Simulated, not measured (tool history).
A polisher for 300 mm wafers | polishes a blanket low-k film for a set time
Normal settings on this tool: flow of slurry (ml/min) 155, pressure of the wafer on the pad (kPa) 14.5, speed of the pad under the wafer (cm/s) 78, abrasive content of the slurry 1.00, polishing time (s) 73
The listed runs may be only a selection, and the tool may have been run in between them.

run,hour,flow of slurry (ml/min),pressure of the wafer on the pad (kPa),speed of the pad under the wafer (cm/s),abrasive content of the slurry,polishing time (s),"incoming thickness of the incoming film, nm",film removed (angstrom)
1,0.0,155,14.5,78,1.00,73,324.7,238
2,27.7,155,14.5,78,1.00,73,320.4,237
# hour 33.9: slurry blender recalibrated
# hour 90.3: worn pad replaced by a new one
# hour 93.3: slurry nozzle cleaned
# hour 93.7: conditioning disc replaced and pad reconditioned
3,94.4,155,14.5,78,1.00,73,317.5,246
4,148.6,115,14.5,78,1.00,73,320.2,229
5,213.0,155,11.0,78,1.00,73,316.4,207
6,268.9,120,14.5,78,1.00,73,322.6,223
7,314.4,155,16.5,64,1.15,96,318.5,319
8,384.7,125,17.2,56,1.00,73,324.1,214
9,411.0,180,17.9,78,0.70,91,314.0,299
# hour 446.1: slurry blender recalibrated
10,446.6,155,14.5,78,1.00,73,325.5,232
11,477.4,155,14.5,78,1.00,73,319.4,229
# hour 516.7: conditioning disc replaced and pad reconditioned
12,518.5,180,13.1,78,1.00,73,323.3,222
# hour 525.4: worn pad replaced by a new one
13,581.0,155,14.5,78,1.00,73,326.1,225
# hour 638.1: slurry nozzle cleaned
14,643.8,155,10.3,78,1.30,73,316.9,216
# hour 660.3: head pressure recalibrated
15,674.7,205,17.9,78,1.00,61,317.7,253
16,742.7,155,11.7,78,0.70,73,318.6,197
17,808.1,105,9.7,52,1.00,48,317.8,98
18,874.2,155,15.9,78,1.00,73,319.5,256
# hour 878.5: slurry blender recalibrated
# hour 879.7: worn pad replaced by a new one
19,904.4,140,10.3,100,1.10,73,313.0,231
20,943.8,155,14.5,78,1.00,73,322.9,242
# hour 978.9: conditioning disc replaced and pad reconditioned
21,1014.7,185,14.5,64,0.75,58,318.2,162
22,1039.0,105,14.5,104,1.00,99,322.3,335
23,1071.3,155,18.6,78,1.00,73,313.0,279
24,1097.3,155,14.5,78,1.10,90,325.5,302
25,1147.3,155,14.5,78,1.15,54,321.8,182

Branching from run 25: 4 alternative next runs. What would each branch give?
A,1147.7,155,14.5,78,1.00,80,321.8,?
B,1147.7,185,14.5,78,1.00,73,321.8,?
C,1147.7,130,14.5,78,1.00,60,321.8,?
D,1147.7,155,14.5,54,1.00,53,321.8,?

run,film removed (angstrom)
A,259
B,246
C,185
D,145
With the hidden condition removed and each run's random variation left untouched, the same runs would have given:
run,film removed (angstrom)
A,277
B,260
C,200
D,155

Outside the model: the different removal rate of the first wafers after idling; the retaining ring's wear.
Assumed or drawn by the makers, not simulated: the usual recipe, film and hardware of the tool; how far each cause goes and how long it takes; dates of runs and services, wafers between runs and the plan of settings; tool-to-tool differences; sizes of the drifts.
